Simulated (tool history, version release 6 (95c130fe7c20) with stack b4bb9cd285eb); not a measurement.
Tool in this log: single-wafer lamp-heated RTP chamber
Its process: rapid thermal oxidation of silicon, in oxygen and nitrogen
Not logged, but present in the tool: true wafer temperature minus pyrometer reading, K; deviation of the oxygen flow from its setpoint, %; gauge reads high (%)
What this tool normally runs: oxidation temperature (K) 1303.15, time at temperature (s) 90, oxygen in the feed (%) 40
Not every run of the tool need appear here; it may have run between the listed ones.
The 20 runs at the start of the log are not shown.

| run | hour | oxidation temperature (K) | time at temperature (s) | oxygen in the feed (%) | wafers since the last listed run | wafers since the last pyrometer calibration | hours since the oxygen flow controller was replaced | hours since the gauge calibration | read-back reference wafer on the same gauge, thickness | oxide thickness on the monitor wafer (Å) |
|---|---|---|---|---|---|---|---|---|---|---|
| 21 | 1443.1 | 1287.15 | 135 | 30 | 925 | 5310 | 2909.4 | 596.0 | 7.957 | 64.09 |
|  | 1452.4 | oxygen flow controller replaced |
|  | 1476.1 | pyrometer window cleaned and pyrometer calibrated |
| 22 | 1535.8 | 1303.15 | 90 | 40 | 774 | 602 | 83.4 | 688.7 | 7.925 | 65.42 |
| 23 | 1592.3 | 1322.15 | 110 | 40 | 570 | 1173 | 139.9 | 745.2 | 7.935 | 81.64 |
| 24 | 1664.0 | 1303.15 | 113 | 40 | 723 | 1897 | 211.6 | 816.9 | 7.949 | 72.33 |
| 25 | 1726.0 | 1279.15 | 70 | 17 | 625 | 2523 | 273.6 | 878.9 | 7.932 | 38.26 |
| 26 | 1827.5 | 1303.15 | 90 | 40 | 1024 | 3547 | 375.1 | 980.4 | 7.935 | 65.30 |
| 27 | 2065.2 | 1282.15 | 51 | 40 | 2399 | 5947 | 612.8 | 1218.1 | 7.927 | 44.44 |
|  | 2095.7 | pyrometer window cleaned and pyrometer calibrated |
|  | 2113.0 | oxygen flow controller replaced, repeated, since the last time left the tool worse |
| 28 | 2163.4 | 1303.15 | 90 | 40 | 829 | 602 | 50.4 | 1316.3 | 7.934 | 67.33 |
| 29 | 2243.5 | 1303.15 | 112 | 40 | 808 | 1411 | 130.5 | 1396.4 | 7.903 | 73.29 |
| 30 | 2290.7 | 1290.15 | 53 | 30 | 476 | 1887 | 177.7 | 1443.6 | 7.931 | 44.40 |
| 31 | 2374.7 | 1321.15 | 90 | 17 | 848 | 2735 | 261.7 | 1527.6 | 7.918 | 56.25 |
| 32 | 2476.7 | 1332.15 | 90 | 69 | 1029 | 3765 | 363.7 | 1629.6 | 7.926 | 98.98 |

Forecast run 33:
| 33 | 2583.5 | 1320.15 | 124 | 50 | 1078 | 4843 | 470.5 | 1736.4 | ? | ? |

read-back reference wafer on the same gauge, thickness: 7.945
oxide thickness on the monitor wafer (Å): 94.45
Take away the tool's hidden state, keep the run-to-run variation as it was, and the same run would have given oxide thickness on the monitor wafer (Å) 94.64.

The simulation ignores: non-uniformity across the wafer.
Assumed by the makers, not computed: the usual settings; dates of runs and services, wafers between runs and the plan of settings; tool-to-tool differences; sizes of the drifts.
